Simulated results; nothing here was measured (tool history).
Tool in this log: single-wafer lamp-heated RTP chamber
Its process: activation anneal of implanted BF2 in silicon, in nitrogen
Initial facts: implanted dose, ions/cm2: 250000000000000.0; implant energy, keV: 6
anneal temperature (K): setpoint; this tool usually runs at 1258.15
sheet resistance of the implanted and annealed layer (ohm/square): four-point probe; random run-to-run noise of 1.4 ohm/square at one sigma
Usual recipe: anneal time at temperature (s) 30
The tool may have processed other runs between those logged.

run    hour  anneal temperature (K)  anneal time at temperature (s)  read-back reference wafer on the same gauge, sheet resistance  sheet resistance of the implanted and annealed layer (ohm/square)
  1     0.0                 1258.15                              30                                                         462.40                                                             534.63
      197.2  -- pyrometer window cleaned and pyrometer calibrated
  2   304.9                 1278.15                              30                                                         462.13                                                             496.67
  3   399.3                 1258.15                              19                                                         461.97                                                             552.96
      584.4  -- pyrometer window cleaned and pyrometer calibrated
  4   637.9                 1258.15                              19                                                         461.98                                                             554.82
  5   678.0                 1248.15                              30                                                         461.71                                                             553.11
      724.8  -- gauge calibrated
  6   817.0                 1248.15                              30                                                         462.13                                                             548.64
  7   901.5                 1258.15                              30                                                         461.68                                                             526.75
  8   940.9                 1258.15                              44                                                         461.87                                                             509.75
      993.3  -- pyrometer window cleaned and pyrometer calibrated
      993.4  -- reflector plate cleaned
  9  1184.1                 1258.15                              16                                                         462.41                                                             562.68
     1308.3  -- pyrometer window cleaned and pyrometer calibrated
 10  1507.7                 1258.15                              36                                                         461.78                                                             523.46
 11  1604.6                 1240.15                              22                                                         462.27                                                             578.18
 12  1681.4                 1258.15                              43                                                         462.07                                                             509.83
     1716.5  -- pyrometer window cleaned and pyrometer calibrated
 13  1754.7                 1271.15                              21                                                         462.53                                                             521.23
 14  1822.6                 1258.15                              30                                                         461.98                                                             530.13

Results for each run, recomputed without the tool's hidden state and with each run's random variation untouched:
Hidden state present: true wafer temperature minus pyrometer reading, K; wafer temperature error from the tarnished reflector plate, K; gauge reads high (%).
run  sheet resistance of the implanted and annealed layer (ohm/square)
  1                                                             543.05
  2                                                             505.36
  3                                                             566.00
  4                                                             565.92
  5                                                             565.46
  6                                                             564.18
  7                                                             543.28
  8                                                             526.69
  9                                                             573.61
 10                                                             537.58
 11                                                             598.03
 12                                                             528.00
 13                                                             532.42
 14                                                             543.34

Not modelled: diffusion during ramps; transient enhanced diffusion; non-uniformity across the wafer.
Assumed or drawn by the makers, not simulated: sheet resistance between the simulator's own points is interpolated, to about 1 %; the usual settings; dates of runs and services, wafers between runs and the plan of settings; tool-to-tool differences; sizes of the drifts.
